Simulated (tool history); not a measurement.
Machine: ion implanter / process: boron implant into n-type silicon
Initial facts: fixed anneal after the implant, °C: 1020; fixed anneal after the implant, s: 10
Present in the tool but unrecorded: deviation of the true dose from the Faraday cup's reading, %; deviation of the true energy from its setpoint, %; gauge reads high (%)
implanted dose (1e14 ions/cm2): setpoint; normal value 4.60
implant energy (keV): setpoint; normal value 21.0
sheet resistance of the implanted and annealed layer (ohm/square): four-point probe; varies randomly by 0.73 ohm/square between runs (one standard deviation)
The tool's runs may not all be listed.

run	hour	implanted dose (1e14 ions/cm2)	implant energy (keV)	wafers since the last listed run	hours since the last dose calibration	hours since the extraction supply was calibrated	hours since the gauge calibration	read-back reference wafer on the same gauge, sheet resistance	sheet resistance of the implanted and annealed layer (ohm/square)
1	0.0	4.60	21.0	0	1486.5	4399.2	433.9	236.93	239.18
2	83.1	4.60	21.0	987	1569.6	4482.3	517.0	236.93	239.24
3	168.6	4.60	21.0	1015	1655.1	4567.8	602.5	237.02	237.36
4	486.1	4.60	21.0	3771	1972.6	4885.3	920.0	236.93	236.58
5	527.8	4.60	21.0	495	2014.3	4927.0	961.7	236.91	236.40
6	579.3	4.60	21.0	611	2065.8	4978.5	1013.2	236.73	235.39
7	683.6	4.60	21.0	1238	2170.1	5082.8	1117.5	236.87	234.62
8	744.4	4.60	21.0	722	2230.9	5143.6	1178.3	237.05	235.86
9	816.2	4.60	21.0	852	2302.7	5215.4	1250.1	237.04	233.94
# hour 835.2: gauge calibrated
# hour 948.3: extraction supply calibrated
10	980.0	4.60	25.0	1850	2466.5	31.7	144.8	237.15	228.22
11	1019.1	4.60	21.0	464	2505.6	70.8	183.9	237.16	232.15
12	1061.2	3.28	17.0	500	2547.7	112.9	226.0	236.96	310.56
13	1148.1	5.46	19.0	1032	2634.6	199.8	312.9	237.04	204.18
14	1221.3	4.60	21.0	869	2707.8	273.0	386.1	236.76	231.14
# hour 1233.6: Faraday cup replaced and dose calibrated
15	1280.0	4.60	21.0	602	46.4	331.7	444.8	236.90	241.89
16	1386.5	4.60	17.5	1265	152.9	438.2	551.3	237.07	246.98
17	1471.2	3.59	16.5	1006	237.6	522.9	636.0	236.98	303.47
18	1520.0	3.94	24.5	579	286.4	571.7	684.8	236.79	270.08
19	1598.6	5.48	21.0	933	365.0	650.3	763.4	236.83	208.53
20	1671.0	4.60	23.5	860	437.4	722.7	835.8	236.90	239.38
21	1753.8	4.60	21.0	983	520.2	805.5	918.6	237.01	241.95
22	1805.9	5.95	21.0	618	572.3	857.6	970.7	236.97	195.15
23	1893.3	3.65	21.0	1038	659.7	945.0	1058.1	237.05	289.59

A few steps of sheet resistance of the implanted and annealed layer (ohm/square) between consecutive runs. Split each: what settings, incoming material and random variation would produce without the hidden state, and what is left over for the hidden state, along with gauge scatter present in only one of the two compared results (measured, and without hidden state):
Run 11 -> 12: implanted dose (1e14 ions/cm2) 4.60 -> 3.28, implant energy (keV) 21.0 -> 17.0. sheet resistance of the implanted and annealed layer (ohm/square) +78.41: hidden state -3.26, all else +81.67.
Run 12 -> 13: implanted dose (1e14 ions/cm2) 3.28 -> 5.46, implant energy (keV) 17.0 -> 19.0. sheet resistance of the implanted and annealed layer (ohm/square) -106.38: hidden state +3.12, all else -109.50.
Run 14 -> 15: Faraday cup replaced and dose calibrated. sheet resistance of the implanted and annealed layer (ohm/square) +10.75: hidden state +11.10, all else -0.35.
Run 22 -> 23: implanted dose (1e14 ions/cm2) 5.95 -> 3.65. sheet resistance of the implanted and annealed layer (ohm/square) +94.44: hidden state -0.18, all else +94.62.

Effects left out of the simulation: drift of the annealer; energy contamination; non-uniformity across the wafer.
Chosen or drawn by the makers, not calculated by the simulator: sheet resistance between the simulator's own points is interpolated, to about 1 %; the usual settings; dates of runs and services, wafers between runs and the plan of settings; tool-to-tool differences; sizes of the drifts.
